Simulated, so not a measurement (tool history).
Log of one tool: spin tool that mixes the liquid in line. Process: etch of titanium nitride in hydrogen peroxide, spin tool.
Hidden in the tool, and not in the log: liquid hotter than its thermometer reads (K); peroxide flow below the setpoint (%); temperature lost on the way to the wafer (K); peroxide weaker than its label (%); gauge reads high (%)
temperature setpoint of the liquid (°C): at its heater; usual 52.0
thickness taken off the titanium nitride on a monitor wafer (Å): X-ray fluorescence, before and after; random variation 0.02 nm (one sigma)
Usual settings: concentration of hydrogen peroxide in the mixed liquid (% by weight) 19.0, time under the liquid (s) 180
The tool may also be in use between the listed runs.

run,hour,temperature setpoint of the liquid (°C),concentration of hydrogen peroxide in the mixed liquid (% by weight),time under the liquid (s),wafers since the last listed run,hours since the thermometer was replaced,hours since the peroxide flow meter was replaced,hours since the heated supply line was repaired,hours since the drum of peroxide was connected,hours since the gauge calibration,"read-back film thickness of the titanium nitride reference wafer, read on the same gauge (nm)",thickness taken off the titanium nitride on a monitor wafer (Å)
1,0.0,52.0,19.0,180,0,851.3,1406.2,2463.1,101.3,319.9,29.99,44.7
# hour 0.8: gauge calibrated
2,10.7,52.0,19.0,180,62,862.0,1416.9,2473.8,112.0,9.9,30.01,45.1
3,49.5,52.0,19.0,180,228,900.8,1455.7,2512.6,150.8,48.7,29.99,44.6
4,67.5,52.0,19.0,180,105,918.8,1473.7,2530.6,168.8,66.7,29.99,44.8
5,83.2,52.0,19.0,180,92,934.5,1489.4,2546.3,184.5,82.4,30.01,44.2
6,121.7,52.0,19.0,180,226,973.0,1527.9,2584.8,223.0,120.9,30.01,44.3
7,133.0,52.0,19.0,180,66,984.3,1539.2,2596.1,234.3,132.2,29.98,44.5
8,145.8,61.5,19.0,285,75,997.1,1552.0,2608.9,247.1,145.0,29.98,136.8
9,159.5,52.0,19.0,180,80,1010.8,1565.7,2622.6,260.8,158.7,29.98,44.5
10,167.7,52.0,19.0,180,48,1019.0,1573.9,2630.8,269.0,166.9,30.01,44.1
# hour 175.2: thermometer replaced
# hour 179.0: peroxide flow meter replaced
11,180.9,48.5,17.0,280,65,5.7,1.9,2644.0,282.2,180.1,30.00,52.4
12,189.7,52.0,19.0,180,51,14.5,10.7,2652.8,291.0,188.9,30.03,44.1
13,201.3,61.5,15.0,115,68,26.1,22.3,2664.4,302.6,200.5,30.02,52.1
# hour 204.7: heated supply line repaired
14,218.5,52.0,19.0,180,95,43.3,39.5,13.8,319.8,217.7,29.99,50.7
15,228.0,49.0,24.0,230,55,52.8,49.0,23.3,329.3,227.2,29.98,54.9
16,241.7,52.0,21.0,180,80,66.5,62.7,37.0,343.0,240.9,29.99,51.7
# hour 250.0: new drum of peroxide connected
17,254.8,52.0,19.0,180,71,79.6,75.8,50.1,4.8,254.0,30.01,50.6
18,269.0,52.0,16.5,180,83,93.8,90.0,64.3,19.0,268.2,29.98,48.9
# hour 269.1: gauge calibrated
19,277.9,57.0,23.0,260,52,102.7,98.9,73.2,27.9,8.8,30.02,107.9
20,291.4,58.0,15.0,270,79,116.2,112.4,86.7,41.4,22.3,30.01,110.7
21,306.7,62.0,16.0,180,90,131.5,127.7,102.0,56.7,37.6,30.03,97.3
22,359.7,52.0,14.0,180,311,184.5,180.7,155.0,109.7,90.6,30.01,47.3
23,367.3,57.5,17.0,115,44,192.1,188.3,162.6,117.3,98.2,30.02,46.0
24,378.6,59.5,19.0,180,66,203.4,199.6,173.9,128.6,109.5,29.99,84.3

Forecast each of these 5 alternatives for the next run:
A,379.1,52.0,19.0,180,2,203.9,200.1,174.4,129.1,110.0,?,?
B,379.1,55.5,14.0,130,2,203.9,200.1,174.4,129.1,110.0,?,?
C,379.1,45.0,21.0,180,2,203.9,200.1,174.4,129.1,110.0,?,?
D,379.1,59.0,19.0,210,2,203.9,200.1,174.4,129.1,110.0,?,?
E,379.1,55.0,22.0,145,2,203.9,200.1,174.4,129.1,110.0,?,?

run,"read-back film thickness of the titanium nitride reference wafer, read on the same gauge (nm)",thickness taken off the titanium nitride on a monitor wafer (Å)
A,29.96,50.1
B,29.96,43.4
C,29.96,30.7
D,29.96,95.3
E,29.96,51.5
Without the tool's hidden state the same runs would have given:
run,thickness taken off the titanium nitride on a monitor wafer (Å)
A,50.6
B,43.9
C,31.0
D,96.3
E,52.0
